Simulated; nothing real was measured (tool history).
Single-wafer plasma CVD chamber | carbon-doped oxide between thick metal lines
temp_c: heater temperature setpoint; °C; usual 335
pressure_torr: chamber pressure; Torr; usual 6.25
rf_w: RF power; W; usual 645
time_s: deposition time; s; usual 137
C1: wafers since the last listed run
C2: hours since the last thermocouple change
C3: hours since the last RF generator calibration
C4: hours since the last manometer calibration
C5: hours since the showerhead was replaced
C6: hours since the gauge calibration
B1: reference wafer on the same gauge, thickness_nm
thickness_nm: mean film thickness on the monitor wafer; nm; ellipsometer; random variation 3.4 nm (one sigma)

run 1 hour=0 | temp_c=335 pressure_torr=6.25 rf_w=645 time_s=137 | C1=0 C2=2293.7 C3=795.3 C4=2330.3 C5=5941 C6=1090.5 | B1=953.758 | thickness_nm=960.025
run 2 hour=49.5 | temp_c=335 pressure_torr=6.25 rf_w=645 time_s=137 | C1=382 C2=2343.2 C3=844.8 C4=2379.8 C5=5990.5 C6=1140 | B1=953.205 | thickness_nm=962.202
run 3 hour=154.3 | temp_c=335 pressure_torr=6.25 rf_w=645 time_s=137 | C1=809 C2=2448 C3=949.6 C4=2484.6 C5=6095.3 C6=1244.8 | B1=953.148 | thickness_nm=962.509
run 4 hour=191.7 | temp_c=335 pressure_torr=6.25 rf_w=645 time_s=137 | C1=288 C2=2485.4 C3=987 C4=2522 C5=6132.7 C6=1282.2 | B1=952.393 | thickness_nm=961.131
run 5 hour=252.6 | temp_c=335 pressure_torr=6.25 rf_w=645 time_s=137 | C1=470 C2=2546.3 C3=1047.9 C4=2582.9 C5=6193.6 C6=1343.1 | B1=952.728 | thickness_nm=963.654
run 6 hour=303.6 | temp_c=335 pressure_torr=6.25 rf_w=645 time_s=151 | C1=394 C2=2597.3 C3=1098.9 C4=2633.9 C5=6244.6 C6=1394.1 | B1=952.633 | thickness_nm=1060.47
run 7 hour=363.5 | temp_c=335 pressure_torr=6.25 rf_w=645 time_s=137 | C1=462 C2=2657.2 C3=1158.8 C4=2693.8 C5=6304.5 C6=1454 | B1=953.282 | thickness_nm=964.522
run 8 hour=469.4 | temp_c=335 pressure_torr=6.25 rf_w=645 time_s=137 | C1=818 C2=2763.1 C3=1264.7 C4=2799.7 C5=6410.4 C6=1559.9 | B1=952.742 | thickness_nm=955.642
-- hour=527.7 capacitance manometer re-zeroed and calibrated
run 9 hour=565.4 | temp_c=335 pressure_torr=6.25 rf_w=645 time_s=137 | C1=679 C2=2859.1 C3=1360.7 C4=37.7 C5=6506.4 C6=1655.9 | B1=952.909 | thickness_nm=962.11
run 10 hour=624.8 | temp_c=335 pressure_torr=6.25 rf_w=645 time_s=137 | C1=458 C2=2918.5 C3=1420.1 C4=97.1 C5=6565.8 C6=1715.3 | B1=954.256 | thickness_nm=968.06
run 11 hour=687.6 | temp_c=335 pressure_torr=6.25 rf_w=645 time_s=137 | C1=485 C2=2981.3 C3=1482.9 C4=159.9 C5=6628.6 C6=1778.1 | B1=953.326 | thickness_nm=959.117
-- hour=699.8 thermocouple changed; heater temperature recalibrated
run 12 hour=761.2 | temp_c=335 pressure_torr=6.25 rf_w=645 time_s=137 | C1=506 C2=61.4 C3=1556.5 C4=233.5 C5=6702.2 C6=1851.7 | B1=953.286 | thickness_nm=958.341
run 13 hour=826.3 | temp_c=335 pressure_torr=6.25 rf_w=565 time_s=151 | C1=502 C2=126.5 C3=1621.6 C4=298.6 C5=6767.3 C6=1916.8 | B1=952.624 | thickness_nm=1000.326
run 14 hour=865 | temp_c=335 pressure_torr=6.25 rf_w=575 time_s=156 | C1=299 C2=165.2 C3=1660.3 C4=337.3 C5=6806 C6=1955.5 | B1=952.627 | thickness_nm=1037.116
run 15 hour=927 | temp_c=324 pressure_torr=6.25 rf_w=680 time_s=112 | C1=479 C2=227.2 C3=1722.3 C4=399.3 C5=6868 C6=2017.5 | B1=952.216 | thickness_nm=828.34

Run 16 comes next. What will it give?
-- hour=959.2 gauge calibrated
-- hour=990.9 showerhead replaced
run 16 hour=1007.7 | temp_c=335 pressure_torr=6.25 rf_w=735 time_s=145 | C1=561 C2=307.9 C3=1803 C4=480 C5=16.8 C6=48.5 | B1=? | thickness_nm=?

B1: 953.978
thickness_nm: 1087.034 nm
Without the tool's hidden state the same run would have given thickness_nm 1087.034 nm.
